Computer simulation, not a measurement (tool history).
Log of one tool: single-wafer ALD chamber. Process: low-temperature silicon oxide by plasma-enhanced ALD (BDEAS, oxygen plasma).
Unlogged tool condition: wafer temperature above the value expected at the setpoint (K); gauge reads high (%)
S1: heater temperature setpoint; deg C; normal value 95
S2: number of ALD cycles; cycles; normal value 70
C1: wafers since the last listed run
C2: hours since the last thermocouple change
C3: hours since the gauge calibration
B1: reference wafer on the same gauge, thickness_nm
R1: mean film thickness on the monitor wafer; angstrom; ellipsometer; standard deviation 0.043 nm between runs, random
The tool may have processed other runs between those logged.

run,day,S1,S2,C1,C2,C3,B1,R1
1,0.000,103,70,0,396.3,1359.7,8.639,90.54
2,1.912,95,65,236,442.2,1405.6,8.633,86.74
3,3.562,95,65,203,481.8,1445.2,8.653,87.17
4,8.596,95,65,622,602.6,1566.0,8.649,87.15
5,10.096,95,70,185,638.6,1602.0,8.655,93.75
6,12.588,95,70,307,698.4,1661.8,8.653,94.28
7,14.808,95,70,274,751.7,1715.1,8.649,94.59
8,17.446,95,70,325,815.0,1778.4,8.672,94.81
9,18.962,95,70,187,851.4,1814.8,8.638,93.39
10,20.492,95,70,188,888.1,1851.5,8.656,93.47
11,21.850,100,70,167,920.7,1884.1,8.669,92.52
12,27.112,100,70,650,1047.0,2010.4,8.634,93.05
13,28.671,100,70,192,1084.4,2047.8,8.652,92.56
# day 29.258: gauge calibrated
14,31.283,95,70,322,1147.1,48.6,8.644,93.92
15,32.421,95,70,140,1174.4,75.9,8.633,95.29
16,35.062,95,70,326,1237.8,139.3,8.647,94.83
17,38.012,95,70,364,1308.6,210.1,8.649,94.51
18,40.392,102,70,294,1365.7,267.2,8.642,92.53
19,42.100,95,75,211,1406.7,308.2,8.654,102.00
20,43.133,100,75,127,1431.5,333.0,8.636,99.86
# day 43.958: thermocouple changed; heater temperature recalibrated
21,45.825,95,78,291,44.8,397.6,8.656,103.37
22,48.283,81,83,303,103.8,456.6,8.651,115.16
23,50.208,86,76,237,150.0,502.8,8.648,104.68
24,51.671,108,58,180,185.1,537.9,8.648,74.00
25,52.883,95,70,149,214.2,567.0,8.658,92.75
26,54.996,95,70,261,264.9,617.7,8.665,92.42
27,56.450,95,70,179,299.8,652.6,8.661,92.52
28,62.762,99,80,780,451.3,804.1,8.660,105.51

What will run 29 give?
29,64.246,102,83,183,486.9,839.7,?,?

B1: 8.658
R1: 108.33 angstrom
Were there no unlogged condition in the tool, this run, its random variation unchanged, would have produced R1 108.05 angstrom.

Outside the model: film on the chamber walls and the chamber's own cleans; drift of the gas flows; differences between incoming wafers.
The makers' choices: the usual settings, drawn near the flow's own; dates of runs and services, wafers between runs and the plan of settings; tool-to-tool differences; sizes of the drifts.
